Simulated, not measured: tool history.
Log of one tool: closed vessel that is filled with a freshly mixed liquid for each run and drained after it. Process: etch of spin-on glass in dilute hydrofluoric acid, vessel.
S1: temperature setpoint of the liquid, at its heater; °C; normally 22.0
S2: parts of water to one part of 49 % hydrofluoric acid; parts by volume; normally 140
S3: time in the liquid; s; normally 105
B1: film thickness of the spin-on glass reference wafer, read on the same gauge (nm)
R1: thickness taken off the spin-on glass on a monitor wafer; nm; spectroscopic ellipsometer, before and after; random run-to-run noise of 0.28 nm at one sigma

run 1 hour=0.0 | S1=22.0 S2=140 S3=105 | B1=69.99 | R1=30.90
run 2 hour=22.2 | S1=22.0 S2=140 S3=105 | B1=69.95 | R1=30.86
run 3 hour=52.4 | S1=22.0 S2=110 S3=80 | B1=70.02 | R1=30.67
run 4 hour=67.9 | S1=22.0 S2=110 S3=80 | B1=69.98 | R1=30.61
run 5 hour=96.5 | S1=22.0 S2=140 S3=105 | B1=70.00 | R1=30.37
run 6 hour=128.1 | S1=22.0 S2=90 S3=105 | B1=70.01 | R1=50.45
run 7 hour=140.5 | S1=22.0 S2=120 S3=105 | B1=69.96 | R1=36.55
run 8 hour=152.8 | S1=22.0 S2=120 S3=105 | B1=70.00 | R1=36.37
run 9 hour=184.1 | S1=22.0 S2=175 S3=105 | B1=70.02 | R1=23.09
run 10 hour=203.0 | S1=22.0 S2=140 S3=105 | B1=70.01 | R1=30.25
run 11 hour=225.8 | S1=22.0 S2=140 S3=140 | B1=70.01 | R1=39.83
run 12 hour=247.0 | S1=22.0 S2=140 S3=105 | B1=70.00 | R1=30.31
run 13 hour=277.8 | S1=25.0 S2=100 S3=150 | B1=69.98 | R1=70.87
-- hour=321.3 gauge calibrated
run 14 hour=332.0 | S1=19.5 S2=140 S3=105 | B1=69.97 | R1=27.08
run 15 hour=365.4 | S1=23.5 S2=140 S3=105 | B1=70.02 | R1=32.12
run 16 hour=391.9 | S1=20.0 S2=210 S3=105 | B1=70.04 | R1=16.65
run 17 hour=423.8 | S1=22.0 S2=140 S3=105 | B1=70.02 | R1=29.69
run 18 hour=449.9 | S1=23.5 S2=140 S3=160 | B1=69.99 | R1=47.51
-- hour=451.5 thermometer replaced
run 19 hour=466.2 | S1=24.5 S2=140 S3=75 | B1=70.04 | R1=23.09
run 20 hour=481.1 | S1=24.5 S2=140 S3=75 | B1=70.00 | R1=23.48
-- hour=507.9 hydrofluoric acid flow meter replaced
run 21 hour=516.0 | S1=22.0 S2=140 S3=105 | B1=69.99 | R1=33.19
run 22 hour=586.0 | S1=22.0 S2=140 S3=105 | B1=69.97 | R1=33.59
run 23 hour=604.8 | S1=25.5 S2=190 S3=65 | B1=70.04 | R1=16.32
run 24 hour=618.4 | S1=22.0 S2=140 S3=105 | B1=70.04 | R1=33.25
run 25 hour=644.1 | S1=23.5 S2=200 S3=105 | B1=69.99 | R1=22.76

Subtracting, for every run, the result it would have given without the tool's unlogged condition from the measured result gives the following. The same run-to-run variation enters both numbers; the gauge's scatter may not:
The tool's hidden condition here consists of: liquid hotter than its thermometer reads (K); hydrofluoric acid flow below the setpoint (%); gauge reads high (%).
run=1 R1=-2.86
run=2 R1=-2.92
run=3 R1=-2.91
run=4 R1=-2.95
run=5 R1=-3.09
run=6 R1=-5.03
run=7 R1=-3.79
run=8 R1=-3.81
run=9 R1=-2.61
run=10 R1=-3.37
run=11 R1=-4.52
run=12 R1=-3.51
run=13 R1=-8.18
run=14 R1=-3.32
run=15 R1=-4.10
run=16 R1=-2.27
run=17 R1=-3.94
run=18 R1=-6.47
run=19 R1=-3.19
run=20 R1=-3.29
run=21 R1=-0.25
run=22 R1=-0.44
run=23 R1=-0.25
run=24 R1=-0.52
run=25 R1=-0.42
